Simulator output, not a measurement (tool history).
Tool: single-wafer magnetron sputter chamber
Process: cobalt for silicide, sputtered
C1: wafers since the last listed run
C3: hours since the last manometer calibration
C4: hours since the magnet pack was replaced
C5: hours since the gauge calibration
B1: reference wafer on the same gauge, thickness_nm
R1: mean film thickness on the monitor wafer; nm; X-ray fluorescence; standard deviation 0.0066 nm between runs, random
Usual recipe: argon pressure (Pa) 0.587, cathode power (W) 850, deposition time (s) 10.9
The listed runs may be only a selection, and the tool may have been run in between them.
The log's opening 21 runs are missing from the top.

run 22 day=9.971 | argon_pressure_(Pa)=0.352 cathode_power_(W)=900 deposition_time_(s)=9 | C1=277 wafers_on_the_sputter_target=1922 C3=1463.2 C4=98.3 C5=12.1 | B1=3.789 | R1=4.025
run 23 day=10.271 | argon_pressure_(Pa)=0.806 cathode_power_(W)=850 deposition_time_(s)=11.5 | C1=297 wafers_on_the_sputter_target=2220 C3=1470.4 C4=105.5 C5=19.3 | B1=3.79 | R1=4.326
run 24 day=10.729 | argon_pressure_(Pa)=0.675 cathode_power_(W)=1000 deposition_time_(s)=12.1 | C1=454 wafers_on_the_sputter_target=2675 C3=1481.4 C4=116.5 C5=30.3 | B1=3.79 | R1=5.516
run 25 day=11.329 | argon_pressure_(Pa)=0.587 cathode_power_(W)=850 deposition_time_(s)=10.9 | C1=595 wafers_on_the_sputter_target=3270 C3=1495.8 C4=130.9 C5=44.7 | B1=3.792 | R1=4.323
-- day=11.733 capacitance manometer re-zeroed and calibrated
run 26 day=11.754 | argon_pressure_(Pa)=0.675 cathode_power_(W)=1000 deposition_time_(s)=12.1 | C1=90 wafers_on_the_sputter_target=3361 C3=0.5 C4=141.1 C5=54.9 | B1=3.791 | R1=5.515
run 27 day=12.371 | argon_pressure_(Pa)=0.392 cathode_power_(W)=850 deposition_time_(s)=10.9 | C1=612 wafers_on_the_sputter_target=3973 C3=15.3 C4=155.9 C5=69.7 | B1=3.792 | R1=4.533
run 28 day=13.108 | argon_pressure_(Pa)=0.524 cathode_power_(W)=800 deposition_time_(s)=9.4 | C1=732 wafers_on_the_sputter_target=4705 C3=33 C4=173.6 C5=87.4 | B1=3.791 | R1=3.553
run 29 day=13.383 | argon_pressure_(Pa)=0.518 cathode_power_(W)=650 deposition_time_(s)=9.8 | C1=272 wafers_on_the_sputter_target=4978 C3=39.6 C4=180.2 C5=94 | B1=3.789 | R1=3.016
run 30 day=14.346 | argon_pressure_(Pa)=0.587 cathode_power_(W)=650 deposition_time_(s)=9.6 | C1=955 wafers_on_the_sputter_target=5934 C3=62.7 C4=203.3 C5=117.1 | B1=3.789 | R1=2.9
-- day=14.946 sputter target and shields replaced
run 31 day=14.967 | argon_pressure_(Pa)=0.587 cathode_power_(W)=850 deposition_time_(s)=9.5 | C1=285 wafers_on_the_sputter_target=18 C3=77.6 C4=218.2 C5=132 | B1=3.79 | R1=3.811

4 ways to go on from here, each from the tool as it stands after run 31. What would each give?
run A day=14.983 | argon_pressure_(Pa)=0.587 cathode_power_(W)=850 deposition_time_(s)=10.3 | C1=16 wafers_on_the_sputter_target=35 C3=78 C4=218.6 C5=132.4 | B1=? | R1=?
run B day=14.983 | argon_pressure_(Pa)=0.48 cathode_power_(W)=650 deposition_time_(s)=9.5 | C1=16 wafers_on_the_sputter_target=35 C3=78 C4=218.6 C5=132.4 | B1=? | R1=?
run C day=14.983 | argon_pressure_(Pa)=0.587 cathode_power_(W)=800 deposition_time_(s)=10.9 | C1=16 wafers_on_the_sputter_target=35 C3=78 C4=218.6 C5=132.4 | B1=? | R1=?
run D day=14.983 | argon_pressure_(Pa)=0.517 cathode_power_(W)=900 deposition_time_(s)=8.9 | C1=16 wafers_on_the_sputter_target=35 C3=78 C4=218.6 C5=132.4 | B1=? | R1=?

run=A B1=3.791 R1=4.12
run=B B1=3.791 R1=2.985
run=C B1=3.791 R1=4.103
run=D B1=3.791 R1=3.836
Had the tool no hidden state, the same runs would have come out as:
run=A R1=4.132
run=B R1=2.994
run=C R1=4.115
run=D R1=3.847

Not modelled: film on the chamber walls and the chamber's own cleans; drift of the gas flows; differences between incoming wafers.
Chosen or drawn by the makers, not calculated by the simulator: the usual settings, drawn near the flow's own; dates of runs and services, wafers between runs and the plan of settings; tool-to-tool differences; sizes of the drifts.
